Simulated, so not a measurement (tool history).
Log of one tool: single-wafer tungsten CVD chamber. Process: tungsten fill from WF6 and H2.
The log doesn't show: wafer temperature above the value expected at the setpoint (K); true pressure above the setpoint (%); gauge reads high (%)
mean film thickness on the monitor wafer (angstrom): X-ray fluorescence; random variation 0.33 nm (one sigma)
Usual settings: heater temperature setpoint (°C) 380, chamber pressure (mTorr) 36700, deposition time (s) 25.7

run   hour  heater temperature setpoint (°C)  chamber pressure (mTorr)  deposition time (s)  wafers since the last listed run  hours since the last thermocouple change  hours since the last manometer calibration  hours since the showerhead was replaced  hours since the gauge calibration  read-back reference wafer on the same gauge, thickness_nm  mean film thickness on the monitor wafer (angstrom)
  1    0.0                               380                     36700                 25.7                                 0                                    2714.2                                      2701.8                                   6727.2                              338.5                                                     52.937                                               587.25
  2   17.2                               380                     36700                 25.7                               534                                    2731.4                                      2719.0                                   6744.4                              355.7                                                     52.928                                               591.32
  3   33.1                               380                     36700                 25.7                               494                                    2747.3                                      2734.9                                   6760.3                              371.6                                                     52.957                                               584.52
  4   76.5                               380                     36700                 25.7                              1349                                    2790.7                                      2778.3                                   6803.7                              415.0                                                     52.888                                               591.20
  5   90.8                               380                     36700                 25.7                               444                                    2805.0                                      2792.6                                   6818.0                              429.3                                                     52.877                                               591.97
  6  108.0                               380                     36700                 25.7                               534                                    2822.2                                      2809.8                                   6835.2                              446.5                                                     52.911                                               581.72
  7  123.0                               380                     36700                 25.7                               466                                    2837.2                                      2824.8                                   6850.2                              461.5                                                     52.912                                               588.30
     135.2  -- thermocouple changed; heater temperature recalibrated
  8  148.9                               380                     36700                 25.7                               556                                      13.7                                      2850.7                                   6876.1                              487.4                                                     52.821                                               590.51
     165.2  -- showerhead replaced
  9  165.7                               380                     36700                 25.7                               273                                      30.5                                      2867.5                                      0.5                              504.2                                                     52.924                                               585.63
 10  169.1                               380                     36700                 25.7                               105                                      33.9                                      2870.9                                      3.9                              507.6                                                     52.931                                               586.23
 11  186.8                               380                     36700                 25.7                               550                                      51.6                                      2888.6                                     21.6                              525.3                                                     52.850                                               586.19
 12  199.2                               380                     36700                 25.7                               385                                      64.0                                      2901.0                                     34.0                              537.7                                                     52.886                                               581.02
 13  209.6                               391                     41000                 25.7                               323                                      74.4                                      2911.4                                     44.4                              548.1                                                     52.890                                               785.62
     220.1  -- gauge calibrated
     230.7  -- capacitance manometer re-zeroed and calibrated
 14  231.2                               380                     40600                 29.8                               422                                      96.0                                         0.5                                     66.0                               11.1                                                     52.972                                               700.75
 15  233.5                               380                     36700                 25.7                                71                                      98.3                                         2.8                                     68.3                               13.4                                                     52.894                                               588.90
 16  244.0                               376                     36700                 25.7                               326                                     108.8                                        13.3                                     78.8                               23.9                                                     52.945                                               535.73
 17  253.0                               380                     36700                 25.7                               279                                     117.8                                        22.3                                     87.8                               32.9                                                     52.941                                               589.28
 18  264.1                               380                     36700                 25.7                               345                                     128.9                                        33.4                                     98.9                               44.0                                                     52.860                                               593.62
 19  297.7                               380                     36700                 25.7                              1044                                     162.5                                        67.0                                    132.5                               77.6                                                     53.033                                               584.73
 20  304.6                               391                     39400                 21.6                               214                                     169.4                                        73.9                                    139.4                               84.5                                                     52.977                                               647.89
 21  316.4                               380                     36700                 23.0                               366                                     181.2                                        85.7                                    151.2                               96.3                                                     52.862                                               526.76
 22  334.0                               380                     36700                 25.7                               547                                     198.8                                       103.3                                    168.8                              113.9                                                     52.842                                               591.10
 23  345.2                               386                     31900                 30.5                               348                                     210.0                                       114.5                                    180.0                              125.1                                                     52.924                                               756.57
 24  357.1                               368                     29600                 23.4                               369                                     221.9                                       126.4                                    191.9                              137.0                                                     52.898                                               375.25
 25  363.4                               371                     30200                 23.8                               195                                     228.2                                       132.7                                    198.2                              143.3                                                     52.910                                               415.72
 26  376.0                               371                     34400                 22.0                               391                                     240.8                                       145.3                                    210.8                              155.9                                                     52.891                                               400.28
 27  388.4                               380                     36700                 25.7                               385                                     253.2                                       157.7                                    223.2                              168.3                                                     52.812                                               588.03
 28  425.3                               380                     36700                 25.7                              1147                                     290.1                                       194.6                                    260.1                              205.2                                                     52.898                                               591.69
 29  435.3                               380                     36700                 25.7                               310                                     300.1                                       204.6                                    270.1                              215.2                                                     52.925                                               590.36
 30  453.3                               380                     31900                 29.8                               559                                     318.1                                       222.6                                    288.1                              233.2                                                     52.875                                               658.35
 31  467.0                               380                     36700                 25.7                               425                                     331.8                                       236.3                                    301.8                              246.9                                                     52.884                                               590.05
 32  479.0                               393                     40100                 21.2                               373                                     343.8                                       248.3                                    313.8                              258.9                                                     52.919                                               666.77
 33  490.1                               367                     40000                 25.7                               345                                     354.9                                       259.4                                    324.9                              270.0                                                     52.954                                               446.05

5 ways to go on from here, each from the tool as it stands after run 33. What would each give?
  A  490.5                               380                     36700                 25.7                                12                                     355.3                                       259.8                                    325.3                              270.4                                                          ?                                                    ?
  B  490.5                               380                     36700                 23.6                                12                                     355.3                                       259.8                                    325.3                              270.4                                                          ?                                                    ?
  C  490.5                               373                     45600                 25.7                                12                                     355.3                                       259.8                                    325.3                              270.4                                                          ?                                                    ?
  D  490.5                               373                     28700                 25.7                                12                                     355.3                                       259.8                                    325.3                              270.4                                                          ?                                                    ?
  E  490.5                               387                     36700                 25.7                                12                                     355.3                                       259.8                                    325.3                              270.4                                                          ?                                                    ?

run  read-back reference wafer on the same gauge, thickness_nm  mean film thickness on the monitor wafer (angstrom)
  A                                                     52.804                                               583.48
  B                                                     52.804                                               535.61
  C                                                     52.804                                               531.66
  D                                                     52.804                                               458.29
  E                                                     52.804                                               683.90
Without the tool's hidden state the same runs would have given:
run  mean film thickness on the monitor wafer (angstrom)
  A                                               583.48
  B                                               535.61
  C                                               531.66
  D                                               458.29
  E                                               683.90
